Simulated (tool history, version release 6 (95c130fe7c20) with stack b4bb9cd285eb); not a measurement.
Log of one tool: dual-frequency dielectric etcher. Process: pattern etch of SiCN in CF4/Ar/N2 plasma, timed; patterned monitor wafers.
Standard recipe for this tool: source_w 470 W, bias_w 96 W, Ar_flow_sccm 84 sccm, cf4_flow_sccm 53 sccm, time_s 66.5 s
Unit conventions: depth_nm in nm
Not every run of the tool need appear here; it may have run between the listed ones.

| run | hour | source_w | bias_w | Ar_flow_sccm | cf4_flow_sccm | time_s | read-back reference wafer on the same gauge, depth_nm | depth_nm |
|---|---|---|---|---|---|---|---|---|
| 1 | 0 | 470 | 96 | 84 | 53 | 66.5 | 90.2 | 76.1 |
| 2 | 47.3 | 470 | 108 | 103 | 53 | 66.5 | 90.5 | 77.5 |
| 3 | 87.5 | 470 | 96 | 98 | 48 | 82 | 90.6 | 90.6 |
| 4 | 111.9 | 470 | 96 | 84 | 53 | 66.5 | 90.6 | 76.1 |
| 5 | 145.8 | 470 | 82 | 84 | 53 | 66.5 | 90.8 | 71.8 |
| 6 | 208.4 | 470 | 96 | 84 | 59 | 66.5 | 90.8 | 77.6 |
|  | 274.2 | Ar flow controller replaced |
| 7 | 277.1 | 470 | 96 | 72 | 53 | 66.5 | 91.3 | 77.6 |
| 8 | 317 | 470 | 96 | 84 | 53 | 54.5 | 91.4 | 62.3 |
| 9 | 385.5 | 470 | 96 | 84 | 53 | 66.5 | 91.4 | 76.5 |
| 10 | 418.5 | 470 | 96 | 72 | 53 | 66.5 | 91.6 | 77.7 |
|  | 457.4 | wet clean of the chamber |
| 11 | 471 | 360 | 85 | 84 | 53 | 79 | 91.9 | 68.8 |
|  | 479.5 | CF4 flow controller replaced |
| 12 | 505.7 | 530 | 96 | 84 | 53 | 66.5 | 91.9 | 85.2 |
|  | 594.9 | source power generator calibrated |
| 13 | 686.6 | 470 | 96 | 84 | 53 | 66.5 | 92.6 | 76.2 |
| 14 | 713.7 | 470 | 74 | 102 | 53 | 66.5 | 92.7 | 68.8 |
| 15 | 783.7 | 470 | 90 | 63 | 63 | 66.5 | 92.9 | 79.3 |
| 16 | 835.3 | 470 | 96 | 84 | 53 | 66.5 | 93 | 77.7 |
| 17 | 877.9 | 360 | 82 | 91 | 53 | 66.5 | 92.9 | 57.8 |
|  | 930.5 | wet clean of the chamber |
| 18 | 943.4 | 470 | 96 | 84 | 53 | 66.5 | 93.4 | 77.9 |
| 19 | 1000.2 | 470 | 84 | 65 | 53 | 66.5 | 93.4 | 76.3 |
| 20 | 1065.5 | 470 | 96 | 84 | 53 | 66.5 | 93.5 | 77.8 |
| 21 | 1121.4 | 380 | 86 | 84 | 53 | 57.5 | 94 | 54.3 |
| 22 | 1152.8 | 470 | 96 | 84 | 53 | 60 | 94 | 70.1 |

Some steps in depth_nm between neighbouring runs. How much of each would the tool show without its hidden state too (settings, what came in, random variation), and how much is left for the hidden state, with any gauge scatter that isn't in both results?
Unlogged tool condition in this case: etch rate over this chamber's usual, %; source power that arrives over what is set, %; bias power that arrives over what is set, %; Ar flow that arrives over what is set, %; CF4 flow that arrives over what is set, %; gauge reads high (%).
Run 17 -> 18: source_w 360 -> 470, bias_w 82 -> 96, Ar_flow_sccm 91 -> 84, wet clean of the chamber. depth_nm +20.1 nm: hidden state +0.7, all else +19.4.
Run 20 -> 21: source_w 470 -> 380, bias_w 96 -> 86, time_s 66.5 -> 57.5. depth_nm -23.5 nm: hidden state -0.6, all else -22.9.

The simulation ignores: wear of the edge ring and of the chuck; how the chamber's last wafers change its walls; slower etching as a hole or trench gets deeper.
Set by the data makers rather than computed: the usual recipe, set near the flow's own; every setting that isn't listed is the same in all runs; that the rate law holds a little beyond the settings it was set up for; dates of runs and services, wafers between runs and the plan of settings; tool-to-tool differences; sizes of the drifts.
